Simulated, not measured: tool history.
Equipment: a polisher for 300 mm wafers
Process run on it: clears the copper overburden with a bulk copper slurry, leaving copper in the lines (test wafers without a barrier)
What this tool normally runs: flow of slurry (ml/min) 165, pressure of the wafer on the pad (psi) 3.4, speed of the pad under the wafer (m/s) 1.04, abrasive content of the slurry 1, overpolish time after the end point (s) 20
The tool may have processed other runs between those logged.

run,day,flow of slurry (ml/min),pressure of the wafer on the pad (psi),speed of the pad under the wafer (m/s),abrasive content of the slurry,overpolish time after the end point (s),wafers since the last listed run,wafers polished on this pad,hours since the slurry nozzle was cleaned,hours since the head pressure was calibrated,hours since the slurry blender was calibrated,"incoming thickness of the incoming film, nm",time until the end point was called (s),dishing of a wide line in a test structure (nm)
1,0,165,3.4,1.04,0.9,20,0,274,586.8,1056.8,283.6,1020.8,115.1,94.2
2,0.7,165,3.4,1.04,0.9,20,166,441,603.6,1073.6,300.4,1024.3,114.4,94.5
3,1.35,165,3.4,1.04,0.9,20,154,596,619.2,1089.2,316,1030.6,118.7,93.3
4,2.004,165,3.4,1.04,1,20,155,751,634.9,1104.9,331.7,1006.3,115.1,95
# day 3.379: worn pad replaced by a new one
# day 3.821: slurry blender recalibrated
5,3.842,165,3.4,1.04,1,20,377,90,679,1149,0.5,1019.1,105.9,98.9
6,4.338,165,3.4,1.04,1,20,117,207,690.9,1160.9,12.4,1022.5,108.5,93.3
7,4.892,165,3.4,1.04,1,20,131,339,704.2,1174.2,25.7,1012.2,109.7,91.4
8,5.217,165,3.4,1.04,1,20,77,417,712,1182,33.5,1020.5,109.9,94
9,5.792,165,3.4,1.04,1,20,136,553,725.8,1195.8,47.3,1019.3,111.2,90.3

Expected results for the next run?
10,6.229,165,2.6,1.04,1,20,104,657,736.3,1206.3,57.8,1036.9,?,?

time until the end point was called (s): 149.5
dishing of a wide line in a test structure (nm): 72.4
Had the tool carried no hidden state, the very same run would have given time until the end point was called (s) 135.5, dishing of a wide line in a test structure (nm) 76.9.

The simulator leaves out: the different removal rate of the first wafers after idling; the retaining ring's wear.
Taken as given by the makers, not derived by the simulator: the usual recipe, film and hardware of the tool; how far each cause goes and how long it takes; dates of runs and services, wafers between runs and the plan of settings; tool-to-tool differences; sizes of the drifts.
